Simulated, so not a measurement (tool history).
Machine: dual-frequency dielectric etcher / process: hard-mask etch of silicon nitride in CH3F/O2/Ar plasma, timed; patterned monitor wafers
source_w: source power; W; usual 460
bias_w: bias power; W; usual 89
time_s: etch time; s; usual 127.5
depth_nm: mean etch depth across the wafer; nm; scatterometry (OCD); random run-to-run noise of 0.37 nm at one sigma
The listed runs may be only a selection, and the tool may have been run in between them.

| run | hour | source_w | bias_w | time_s | wafers since the last listed run | hours since the last wet clean | hours since the last source power generator calibration | hours since the last bias power generator calibration | hours since the last upper electrode change | hours since the gauge calibration | read-back reference wafer on the same gauge, depth_nm | depth_nm |
|---|---|---|---|---|---|---|---|---|---|---|---|---|
| 1 | 0.0 | 460 | 89 | 127.5 | 0 | 152.3 | 3197.3 | 4685.4 | 5387.1 | 932.1 | 112.0 | 109.1 |
| 2 | 29.1 | 460 | 89 | 127.5 | 253 | 181.4 | 3226.4 | 4714.5 | 5416.2 | 961.2 | 112.0 | 109.3 |
| 3 | 42.3 | 460 | 89 | 127.5 | 114 | 194.6 | 3239.6 | 4727.7 | 5429.4 | 974.4 | 112.1 | 109.0 |
| 4 | 67.1 | 510 | 89 | 127.5 | 215 | 219.4 | 3264.4 | 4752.5 | 5454.2 | 999.2 | 112.0 | 111.6 |
|  | 72.9 | source power generator calibrated |
| 5 | 81.6 | 460 | 89 | 146.5 | 91 | 233.9 | 8.7 | 4767.0 | 5468.7 | 1013.7 | 112.0 | 125.1 |
| 6 | 93.7 | 460 | 89 | 146.5 | 105 | 246.0 | 20.8 | 4779.1 | 5480.8 | 1025.8 | 111.9 | 124.6 |
|  | 125.8 | upper electrode replaced |
| 7 | 166.5 | 460 | 89 | 146.5 | 424 | 318.8 | 93.6 | 4851.9 | 40.7 | 1098.6 | 112.0 | 123.9 |
| 8 | 197.2 | 460 | 89 | 127.5 | 267 | 349.5 | 124.3 | 4882.6 | 71.4 | 1129.3 | 112.0 | 107.8 |
| 9 | 212.8 | 460 | 89 | 127.5 | 135 | 365.1 | 139.9 | 4898.2 | 87.0 | 1144.9 | 112.0 | 107.5 |
| 10 | 242.8 | 500 | 97 | 159.0 | 260 | 395.1 | 169.9 | 4928.2 | 117.0 | 1174.9 | 112.1 | 140.4 |
| 11 | 261.3 | 370 | 98 | 93.5 | 160 | 413.6 | 188.4 | 4946.7 | 135.5 | 1193.4 | 111.9 | 76.4 |
| 12 | 294.3 | 360 | 77 | 127.5 | 287 | 446.6 | 221.4 | 4979.7 | 168.5 | 1226.4 | 112.1 | 97.4 |
|  | 360.7 | wet clean of the chamber |
| 13 | 364.2 | 350 | 89 | 127.5 | 399 | 3.5 | 291.3 | 5049.6 | 238.4 | 1296.3 | 112.0 | 102.4 |
| 14 | 390.3 | 460 | 89 | 127.5 | 227 | 29.6 | 317.4 | 5075.7 | 264.5 | 1322.4 | 111.9 | 109.9 |
| 15 | 410.4 | 460 | 89 | 127.5 | 174 | 49.7 | 337.5 | 5095.8 | 284.6 | 1342.5 | 112.0 | 110.0 |
|  | 431.3 | gauge calibrated |
|  | 436.0 | bias power generator calibrated |
| 16 | 436.5 | 460 | 89 | 127.5 | 192 | 75.8 | 363.6 | 0.5 | 310.7 | 5.2 | 112.0 | 109.5 |
| 17 | 454.0 | 460 | 103 | 127.5 | 152 | 93.3 | 381.1 | 18.0 | 328.2 | 22.7 | 112.0 | 112.5 |
| 18 | 481.1 | 350 | 72 | 93.0 | 235 | 120.4 | 408.2 | 45.1 | 355.3 | 49.8 | 111.9 | 71.2 |
| 19 | 508.1 | 460 | 89 | 127.5 | 234 | 147.4 | 435.2 | 72.1 | 382.3 | 76.8 | 111.9 | 109.2 |
| 20 | 542.2 | 380 | 69 | 127.5 | 296 | 181.5 | 469.3 | 106.2 | 416.4 | 110.9 | 111.9 | 98.3 |
| 21 | 569.7 | 460 | 89 | 127.5 | 239 | 209.0 | 496.8 | 133.7 | 443.9 | 138.4 | 111.9 | 109.0 |
| 22 | 604.6 | 460 | 89 | 127.5 | 303 | 243.9 | 531.7 | 168.6 | 478.8 | 173.3 | 112.0 | 107.9 |
| 23 | 626.1 | 390 | 75 | 142.5 | 186 | 265.4 | 553.2 | 190.1 | 500.3 | 194.8 | 112.0 | 112.2 |
| 24 | 691.5 | 460 | 89 | 127.5 | 568 | 330.8 | 618.6 | 255.5 | 565.7 | 260.2 | 112.0 | 107.4 |
| 25 | 725.2 | 530 | 89 | 127.5 | 293 | 364.5 | 652.3 | 289.2 | 599.4 | 293.9 | 112.1 | 112.0 |
| 26 | 753.5 | 460 | 77 | 127.5 | 246 | 392.8 | 680.6 | 317.5 | 627.7 | 322.2 | 112.0 | 105.5 |
| 27 | 776.8 | 370 | 89 | 127.5 | 202 | 416.1 | 703.9 | 340.8 | 651.0 | 345.5 | 112.1 | 101.8 |
| 28 | 797.3 | 460 | 89 | 127.5 | 178 | 436.6 | 724.4 | 361.3 | 671.5 | 366.0 | 112.1 | 107.7 |
| 29 | 816.7 | 540 | 79 | 147.5 | 168 | 456.0 | 743.8 | 380.7 | 690.9 | 385.4 | 112.0 | 126.5 |
| 30 | 839.8 | 460 | 89 | 127.5 | 200 | 479.1 | 766.9 | 403.8 | 714.0 | 408.5 | 112.0 | 106.9 |
| 31 | 869.4 | 520 | 99 | 92.5 | 257 | 508.7 | 796.5 | 433.4 | 743.6 | 438.1 | 112.1 | 82.7 |

Selected run-to-run steps in depth_nm, each split into two signed amounts: the part the tool would show with no hidden state at all (from settings, incoming material and random variation), and the remainder, which goes to the hidden state together with any gauge scatter not common to the measured and the hidden-state-free results:
The hidden state here: etch rate over this chamber's usual, %; source power that arrives over what is set, %; bias power that arrives over what is set, %; gauge reads high (%).
Run 9 -> 10: source_w 460 -> 500, bias_w 89 -> 97, time_s 127.5 -> 159.0. depth_nm +32.9 nm: hidden state -1.1, all else +34.0.
Run 10 -> 11: source_w 500 -> 370, bias_w 97 -> 98, time_s 159.0 -> 93.5. depth_nm -64.0 nm: hidden state +1.7, all else -65.7.
Run 12 -> 13: source_w 360 -> 350, bias_w 77 -> 89, wet clean of the chamber. depth_nm +5.0 nm: hidden state +2.4, all else +2.6.
Run 17 -> 18: source_w 460 -> 350, bias_w 103 -> 72, time_s 127.5 -> 93.0. depth_nm -41.3 nm: hidden state +0.3, all else -41.6.
Run 18 -> 19: source_w 350 -> 460, bias_w 72 -> 89, time_s 93.0 -> 127.5. depth_nm +38.0 nm: hidden state -0.5, all else +38.5.
